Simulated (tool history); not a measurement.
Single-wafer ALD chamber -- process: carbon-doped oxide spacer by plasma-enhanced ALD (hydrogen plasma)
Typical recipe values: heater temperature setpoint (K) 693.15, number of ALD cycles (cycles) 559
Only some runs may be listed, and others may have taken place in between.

run   hour  heater temperature setpoint (K)  number of ALD cycles (cycles)  wafers since the last listed run  hours since the last thermocouple change  hours since the gauge calibration  read-back reference wafer on the same gauge, thickness_nm  mean film thickness on the monitor wafer (Å)
  1    0.0                           693.15                            559                                 0                                     943.7                               31.1                                                     26.326                                        234.05
  2   14.2                           693.15                            559                                 7                                     957.9                               45.3                                                     26.278                                        232.17
  3   27.7                           693.15                            559                                 7                                     971.4                               58.8                                                     26.268                                        233.12
  4   44.0                           693.15                            559                                 8                                     987.7                               75.1                                                     26.336                                        232.58
  5   61.3                           693.15                            559                                 9                                    1005.0                               92.4                                                     26.286                                        233.60
  6   73.0                           693.15                            559                                 6                                    1016.7                              104.1                                                     26.313                                        232.04
      91.2  -- gauge calibrated
      92.4  -- thermocouple changed; heater temperature recalibrated
  7   92.9                           693.15                            559                                 6                                       0.5                                1.7                                                     26.311                                        233.10
  8   99.4                           693.15                            559                                 3                                       7.0                                8.2                                                     26.264                                        232.75
  9  115.3                           693.15                            559                                 8                                      22.9                               24.1                                                     26.304                                        232.80
 10  121.5                           687.15                            488                                 3                                      29.1                               30.3                                                     26.312                                        207.79
 11  136.6                           699.15                            616                                 8                                      44.2                               45.4                                                     26.306                                        249.69
 12  143.8                           707.15                            631                                 3                                      51.4                               52.6                                                     26.307                                        249.47
 13  153.4                           693.15                            559                                 5                                      61.0                               62.2                                                     26.298                                        233.21
 14  168.1                           681.15                            528                                 8                                      75.7                               76.9                                                     26.247                                        229.26
 15  184.6                           687.15                            464                                 9                                      92.2                               93.4                                                     26.274                                        198.34
 16  199.0                           693.15                            514                                 7                                     106.6                              107.8                                                     26.326                                        213.08
 17  213.2                           693.15                            559                                 7                                     120.8                              122.0                                                     26.325                                        232.14

Run 18 comes next. What will it give?
 18  224.5                           700.15                            559                                 6                                     132.1                              133.3                                                          ?                                             ?

For run 18 the tool returned read-back reference wafer on the same gauge, thickness_nm 26.300, mean film thickness on the monitor wafer (Å) 227.27.
The same run, on a tool lacking any hidden state, would have yielded mean film thickness on the monitor wafer (Å) 227.27.

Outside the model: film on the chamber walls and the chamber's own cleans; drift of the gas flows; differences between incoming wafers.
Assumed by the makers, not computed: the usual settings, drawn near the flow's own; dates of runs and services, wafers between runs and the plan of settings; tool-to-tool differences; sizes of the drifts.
